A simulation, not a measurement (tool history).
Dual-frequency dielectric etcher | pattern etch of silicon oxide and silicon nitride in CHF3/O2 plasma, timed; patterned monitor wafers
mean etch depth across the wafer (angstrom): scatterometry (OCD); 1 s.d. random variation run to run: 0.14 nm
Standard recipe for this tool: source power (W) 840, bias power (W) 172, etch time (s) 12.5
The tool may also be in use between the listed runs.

run	hour	source power (W)	bias power (W)	etch time (s)	wafers since the last listed run	hours since the last wet clean	hours since the last source power generator calibration	hours since the last bias power generator calibration	hours since the last upper electrode change	hours since the gauge calibration	read-back reference wafer on the same gauge, depth_nm	mean etch depth across the wafer (angstrom)
1	0	840	172	12.5	0	763.1	2736.4	3779.4	2205.8	2909.5	21.62	231.5
# hour 53.6: wet clean of the chamber
2	88.8	840	172	12.5	617	35.2	2825.2	3868.2	2294.6	2998.3	21.7	232
3	173.3	840	199	12.5	804	119.7	2909.7	3952.7	2379.1	3082.8	21.68	237.5
4	213.8	840	199	12.5	385	160.2	2950.2	3993.2	2419.6	3123.3	21.64	239.2
# hour 227.1: bias power generator calibrated
5	267.1	910	172	12.5	469	213.5	3003.5	40	2472.9	3176.6	21.67	244.2
6	328.8	910	172	12.5	587	275.2	3065.2	101.7	2534.6	3238.3	21.79	245.5
7	398	840	199	16	658	344.4	3134.4	170.9	2603.8	3307.5	21.79	306
8	496.8	640	210	14	940	443.2	3233.2	269.7	2702.6	3406.3	21.87	229.4
9	547.9	840	172	12.5	486	494.3	3284.3	320.8	2753.7	3457.4	21.78	235.3
# hour 583.8: gauge calibrated
# hour 760.8: wet clean of the chamber
10	794	840	172	12.5	2114	33.2	3530.4	566.9	2999.8	210.2	20.68	222
11	854.1	840	172	9.5	572	93.3	3590.5	627	3059.9	270.3	20.7	169.4
# hour 899.9: upper electrode replaced
12	910.3	840	199	16	306	149.5	3646.7	683.2	10.4	326.5	20.74	294
13	976.2	760	132	12.5	627	215.4	3712.6	749.1	76.3	392.4	20.7	197.1
14	1067.8	840	172	12.5	872	307	3804.2	840.7	167.9	484	20.78	224.4
15	1147.7	840	172	10	760	386.9	3884.1	920.6	247.8	563.9	20.88	179.5
16	1379.9	840	172	12.5	2210	619.1	4116.3	1152.8	480	796.1	20.93	225.7
# hour 1418.2: wet clean of the chamber
17	1427.2	910	196	16	221	9	4163.6	1200.1	527.3	843.4	20.92	310.3
18	1487.3	840	172	12.5	572	69.1	4223.7	1260.2	587.4	903.5	20.95	226.7
# hour 1560.3: source power generator calibrated
19	1583.1	690	207	10.5	874	164.9	22.8	1356	683.2	999.3	21.04	174
20	1682.6	840	189	10.5	947	264.4	122.3	1455.5	782.7	1098.8	21	193.2
21	1775.7	980	200	14.5	886	357.5	215.4	1548.6	875.8	1191.9	21.09	299.6
22	1838.8	840	204	12.5	600	420.6	278.5	1611.7	938.9	1255	21.03	236.3
23	1913.2	910	130	13.5	708	495	352.9	1686.1	1013.3	1329.4	21.03	242.8
24	2004.2	840	172	9.5	866	586	443.9	1777.1	1104.3	1420.4	21.11	172.9
25	2064.4	670	148	12.5	573	646.2	504.1	1837.3	1164.5	1480.6	21.22	188.2
# hour 2103.4: wet clean of the chamber
26	2161.8	1010	198	16	698	58.4	601.5	1934.7	1261.9	1578	21.15	333.1
27	2206.4	690	172	12.5	424	103	646.1	1979.3	1306.5	1622.6	21.27	198.8
28	2270.6	920	155	13.5	611	167.2	710.3	2043.5	1370.7	1686.8	21.17	255.2

Estimate the outcome of run 29 from the log above:
29	2370.9	670	196	11	955	267.5	810.6	2143.8	1471	1787.1	?	?

{"run 29": {"read-back reference wafer on the same gauge, depth_nm": 21.23, "mean etch depth across the wafer (angstrom)": 178.8}}
The same run, on a tool lacking any hidden state, would have yielded mean etch depth across the wafer (angstrom) 173.2.
